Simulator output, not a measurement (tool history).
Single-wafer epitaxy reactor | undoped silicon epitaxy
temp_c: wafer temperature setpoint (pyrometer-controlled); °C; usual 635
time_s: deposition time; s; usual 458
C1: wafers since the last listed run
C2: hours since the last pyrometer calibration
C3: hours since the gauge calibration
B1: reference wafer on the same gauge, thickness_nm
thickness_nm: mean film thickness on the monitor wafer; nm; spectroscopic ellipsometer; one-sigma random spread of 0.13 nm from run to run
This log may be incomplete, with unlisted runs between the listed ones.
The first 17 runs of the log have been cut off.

run 18 hour=363.9 | temp_c=622 time_s=398 | C1=51 C2=956.6 C3=696.9 | B1=50.293 | thickness_nm=36.227
-- hour=384.6 gauge calibrated
run 19 hour=390.8 | temp_c=628 time_s=483 | C1=101 C2=983.5 C3=6.2 | B1=50.278 | thickness_nm=51.215
run 20 hour=405.2 | temp_c=645 time_s=399 | C1=54 C2=997.9 C3=20.6 | B1=50.282 | thickness_nm=65.178
run 21 hour=423.9 | temp_c=648 time_s=526 | C1=70 C2=1016.6 C3=39.3 | B1=50.312 | thickness_nm=92.979
run 22 hour=447.2 | temp_c=632 time_s=415 | C1=88 C2=1039.9 C3=62.6 | B1=50.313 | thickness_nm=48.967
run 23 hour=460.1 | temp_c=624 time_s=496 | C1=48 C2=1052.8 C3=75.5 | B1=50.33 | thickness_nm=47.65
run 24 hour=474.3 | temp_c=635 time_s=458 | C1=53 C2=1067 C3=89.7 | B1=50.3 | thickness_nm=58.24
-- hour=489.8 pyrometer calibrated
run 25 hour=490.4 | temp_c=635 time_s=405 | C1=30 C2=0.6 C3=105.8 | B1=50.289 | thickness_nm=48.935
run 26 hour=510.1 | temp_c=635 time_s=458 | C1=74 C2=20.3 C3=125.5 | B1=50.291 | thickness_nm=55.544
run 27 hour=545.4 | temp_c=629 time_s=458 | C1=133 C2=55.6 C3=160.8 | B1=50.293 | thickness_nm=47.408
run 28 hour=574.5 | temp_c=630 time_s=375 | C1=110 C2=84.7 C3=189.9 | B1=50.29 | thickness_nm=39.881
run 29 hour=596 | temp_c=635 time_s=458 | C1=81 C2=106.2 C3=211.4 | B1=50.299 | thickness_nm=55.602
run 30 hour=610.8 | temp_c=635 time_s=458 | C1=56 C2=121 C3=226.2 | B1=50.315 | thickness_nm=55.566
run 31 hour=636.2 | temp_c=635 time_s=458 | C1=96 C2=146.4 C3=251.6 | B1=50.309 | thickness_nm=55.561

Here are 3 independent what-if runs from the current tool condition. What would each one return?
run A hour=636.7 | temp_c=635 time_s=458 | C1=1 C2=146.9 C3=252.1 | B1=? | thickness_nm=?
run B hour=636.7 | temp_c=625 time_s=416 | C1=1 C2=146.9 C3=252.1 | B1=? | thickness_nm=?
run C hour=636.7 | temp_c=649 time_s=458 | C1=1 C2=146.9 C3=252.1 | B1=? | thickness_nm=?

run=A B1=50.301 thickness_nm=55.968
run=B B1=50.301 thickness_nm=39.204
run=C B1=50.301 thickness_nm=79.659
Without the tool's unlogged condition, the same runs would have read:
run=A thickness_nm=55.741
run=B thickness_nm=39.041
run=C thickness_nm=79.348
